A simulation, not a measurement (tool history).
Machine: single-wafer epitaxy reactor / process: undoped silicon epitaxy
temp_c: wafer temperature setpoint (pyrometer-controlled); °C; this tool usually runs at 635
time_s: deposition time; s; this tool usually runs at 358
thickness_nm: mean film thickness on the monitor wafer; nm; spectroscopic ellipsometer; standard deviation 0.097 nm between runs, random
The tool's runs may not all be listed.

run,day,temp_c,time_s,wafers since the last listed run,hours since the last pyrometer calibration,hours since the gauge calibration,"read-back reference wafer on the same gauge, thickness_nm",thickness_nm
1,0,639,401,0,934.6,506.1,46.091,49.333
2,2.8,639,401,415,1001.8,573.3,46.097,49.641
3,5.192,639,401,354,1059.2,630.7,46.098,49.459
4,6.812,635,358,240,1098.1,669.6,46.075,40.606
5,8.95,635,358,317,1149.4,720.9,46.09,40.792
6,10.775,635,358,270,1193.2,764.7,46.101,40.702
7,12.2,635,332,211,1227.4,798.9,46.115,37.832
8,14.183,643,335,294,1275,846.5,46.092,44.741
9,17.158,643,335,441,1346.4,917.9,46.1,44.673
# day 18.783: pyrometer calibrated
10,18.804,635,358,194,0.5,957.4,46.115,39.798
# day 21.004: gauge calibrated
11,21.408,635,358,386,63,9.7,46.097,40.138
12,23.688,649,329,338,117.7,64.4,46.106,48.62
13,26.362,645,331,396,181.9,128.6,46.132,45.319
14,28.321,643,335,290,228.9,175.6,46.106,44.084
15,29.379,635,421,156,254.3,201,46.093,47.38
16,31.312,622,358,286,300.7,247.4,46.103,30.929
17,32.767,635,358,215,335.6,282.3,46.126,40.296
18,34.196,649,391,211,369.9,316.6,46.107,58.215
19,35.9,628,295,252,410.8,357.5,46.099,28.864

Forecast each of these 5 alternatives for the next run:
A,35.921,626,358,3,411.3,358,?,?
B,35.921,645,326,3,411.3,358,?,?
C,35.921,626,384,3,411.3,358,?,?
D,35.921,635,339,3,411.3,358,?,?
E,35.921,635,290,3,411.3,358,?,?

run,"read-back reference wafer on the same gauge, thickness_nm",thickness_nm
A,46.079,33.639
B,46.079,44.901
C,46.079,36.082
D,46.079,38.247
E,46.079,32.719
Without the tool's unlogged condition, the same runs would have read:
run,thickness_nm
A,33.302
B,44.468
C,35.72
D,37.871
E,32.397
